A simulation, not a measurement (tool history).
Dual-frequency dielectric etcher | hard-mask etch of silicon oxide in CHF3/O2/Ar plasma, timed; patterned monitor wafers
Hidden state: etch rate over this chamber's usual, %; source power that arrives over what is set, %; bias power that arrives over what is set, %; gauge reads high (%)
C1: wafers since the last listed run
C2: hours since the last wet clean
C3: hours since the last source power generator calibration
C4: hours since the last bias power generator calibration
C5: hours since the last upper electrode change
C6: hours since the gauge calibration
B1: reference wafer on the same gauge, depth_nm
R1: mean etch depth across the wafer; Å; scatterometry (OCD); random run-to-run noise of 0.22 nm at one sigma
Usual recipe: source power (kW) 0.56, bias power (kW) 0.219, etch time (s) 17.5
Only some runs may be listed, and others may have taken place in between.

Run 1, hour 0: usual settings; C1 0; C2 211.9; C3 3468.9; C4 3597; C5 2143.1; C6 1176.9; B1 39.96. Result: R1 358.6 Å.
At hour 6.3: gauge calibrated.
Run 2, hour 16.4: usual settings; C1 385; C2 228.3; C3 3485.3; C4 3613.4; C5 2159.5; C6 10.1; B1 39.98. Result: R1 356.2 Å.
At hour 52.6: upper electrode replaced.
Run 3, hour 53.1: usual settings; C1 298; C2 265; C3 3522; C4 3650.1; C5 0.5; C6 46.8; B1 40. Result: R1 356.9 Å.
At hour 60: source power generator calibrated.
Run 4, hour 71.5: usual settings but etch time (s) 21; C1 338; C2 283.4; C3 11.5; C4 3668.5; C5 18.9; C6 65.2; B1 40.02. Result: R1 430.7 Å.
At hour 148: wet clean of the chamber.
Run 5, hour 148.5: usual settings; C1 1246; C2 0.5; C3 88.5; C4 3745.5; C5 95.9; C6 142.2; B1 39.97. Result: R1 346.8 Å.
Run 6, hour 171.3: usual settings but bias power (kW) 0.186, etch time (s) 20; C1 536; C2 23.3; C3 111.3; C4 3768.3; C5 118.7; C6 165; B1 40.02. Result: R1 373.2 Å.
Run 7, hour 193.1: usual settings but bias power (kW) 0.273; C1 512; C2 45.1; C3 133.1; C4 3790.1; C5 140.5; C6 186.8; B1 40.03. Result: R1 373.9 Å.
At hour 217.8: bias power generator calibrated.
Run 8, hour 218.3: usual settings but bias power (kW) 0.195, etch time (s) 22.5; C1 498; C2 70.3; C3 158.3; C4 0.5; C5 165.7; C6 212; B1 39.99. Result: R1 430 Å.
Run 9, hour 238.1: usual settings but source power (kW) 0.66, bias power (kW) 0.165, etch time (s) 22; C1 465; C2 90.1; C3 178.1; C4 20.3; C5 185.5; C6 231.8; B1 39.99. Result: R1 414.6 Å.
Run 10, hour 273.9: usual settings but source power (kW) 0.68, bias power (kW) 0.255; C1 842; C2 125.9; C3 213.9; C4 56.1; C5 221.3; C6 267.6; B1 40. Result: R1 390.4 Å.
Run 11, hour 354.1: usual settings; C1 1886; C2 206.1; C3 294.1; C4 136.3; C5 301.5; C6 347.8; B1 40. Result: R1 351.4 Å.
Run 12, hour 366.1: usual settings; C1 282; C2 218.1; C3 306.1; C4 148.3; C5 313.5; C6 359.8; B1 40.02. Result: R1 352.1 Å.
Run 13, hour 397.8: usual settings but bias power (kW) 0.179; C1 745; C2 249.8; C3 337.8; C4 180; C5 345.2; C6 391.5; B1 40.02. Result: R1 332.1 Å.
Run 14, hour 412: usual settings; C1 334; C2 264; C3 352; C4 194.2; C5 359.4; C6 405.7; B1 40.04. Result: R1 358.9 Å.
Run 15, hour 438.2: usual settings; C1 616; C2 290.2; C3 378.2; C4 220.4; C5 385.6; C6 431.9; B1 40.01. Result: R1 354.8 Å.
Run 16, hour 470.1: usual settings but source power (kW) 0.52; C1 750; C2 322.1; C3 410.1; C4 252.3; C5 417.5; C6 463.8; B1 39.99. Result: R1 351.8 Å.
Run 17, hour 492.4: usual settings; C1 524; C2 344.4; C3 432.4; C4 274.6; C5 439.8; C6 486.1; B1 40.05. Result: R1 358 Å.
At hour 530.4: wet clean of the chamber.
Run 18, hour 530.9: usual settings; C1 341; C2 0.5; C3 470.9; C4 313.1; C5 478.3; C6 524.6; B1 39.96. Result: R1 345.1 Å.
Run 19, hour 608.6: usual settings but source power (kW) 0.48, bias power (kW) 0.254, etch time (s) 20.5; C1 1827; C2 78.2; C3 548.6; C4 390.8; C5 556; C6 602.3; B1 40.02. Result: R1 418.4 Å.
Run 20, hour 626.8: usual settings but source power (kW) 0.52, bias power (kW) 0.257; C1 428; C2 96.4; C3 566.8; C4 409; C5 574.2; C6 620.5; B1 40.02. Result: R1 362.1 Å.
Run 21, hour 657.8: usual settings but source power (kW) 0.6, bias power (kW) 0.243; C1 729; C2 127.4; C3 597.8; C4 440; C5 605.2; C6 651.5; B1 40. Result: R1 372.2 Å.
Run 22, hour 676.4: usual settings; C1 437; C2 146; C3 616.4; C4 458.6; C5 623.8; C6 670.1; B1 40.02. Result: R1 350.9 Å.
Run 23, hour 710.2: usual settings but source power (kW) 0.52, bias power (kW) 0.258; C1 795; C2 179.8; C3 650.2; C4 492.4; C5 657.6; C6 703.9; B1 39.99. Result: R1 370.7 Å.
Run 24, hour 729.6: usual settings; C1 456; C2 199.2; C3 669.6; C4 511.8; C5 677; C6 723.3; B1 40.02. Result: R1 352.3 Å.
Run 25, hour 753.8: usual settings but source power (kW) 0.65, bias power (kW) 0.165, etch time (s) 13; C1 569; C2 223.4; C3 693.8; C4 536; C5 701.2; C6 747.5; B1 40.04. Result: R1 249 Å.
Run 26, hour 788.3: usual settings but bias power (kW) 0.273; C1 811; C2 257.9; C3 728.3; C4 570.5; C5 735.7; C6 782; B1 40.06. Result: R1 386.9 Å.
Run 27, hour 801.1: usual settings but source power (kW) 0.43, bias power (kW) 0.168, etch time (s) 12.5; C1 301; C2 270.7; C3 741.1; C4 583.3; C5 748.5; C6 794.8; B1 39.99. Result: R1 220.2 Å.
Run 28, hour 818.9: usual settings but bias power (kW) 0.174; C1 418; C2 288.5; C3 758.9; C4 601.1; C5 766.3; C6 812.6; B1 40.04. Result: R1 334.3 Å.
Run 29, hour 847.2: usual settings but etch time (s) 16; C1 665; C2 316.8; C3 787.2; C4 629.4; C5 794.6; C6 840.9; B1 40.03. Result: R1 328.8 Å.
Run 30, hour 876.7: usual settings; C1 693; C2 346.3; C3 816.7; C4 658.9; C5 824.1; C6 870.4; B1 40. Result: R1 363.4 Å.

Branching from run 30: 4 alternative next runs. What would each branch give?
Run A, hour 877.1: usual settings but bias power (kW) 0.173; C1 9; C2 346.7; C3 817.1; C4 659.3; C5 824.5; C6 870.8; B1 ?. Result: R1 ?.
Run B, hour 877.1: usual settings but source power (kW) 0.5, bias power (kW) 0.19, etch time (s) 20; C1 9; C2 346.7; C3 817.1; C4 659.3; C5 824.5; C6 870.8; B1 ?. Result: R1 ?.
Run C, hour 877.1: usual settings but source power (kW) 0.45, etch time (s) 13.5; C1 9; C2 346.7; C3 817.1; C4 659.3; C5 824.5; C6 870.8; B1 ?. Result: R1 ?.
Run D, hour 877.1: usual settings but source power (kW) 0.46, bias power (kW) 0.264, etch time (s) 12.5; C1 9; C2 346.7; C3 817.1; C4 659.3; C5 824.5; C6 870.8; B1 ?. Result: R1 ?.

run     B1     R1
  A  40.05  332.5
  B  40.05  381.9
  C  40.05  264.6
  D  40.05  263.4
Without the tool's unlogged condition, the same runs would have read:
run     R1
  A  317.9
  B  365.1
  C  252.9
  D  251.8
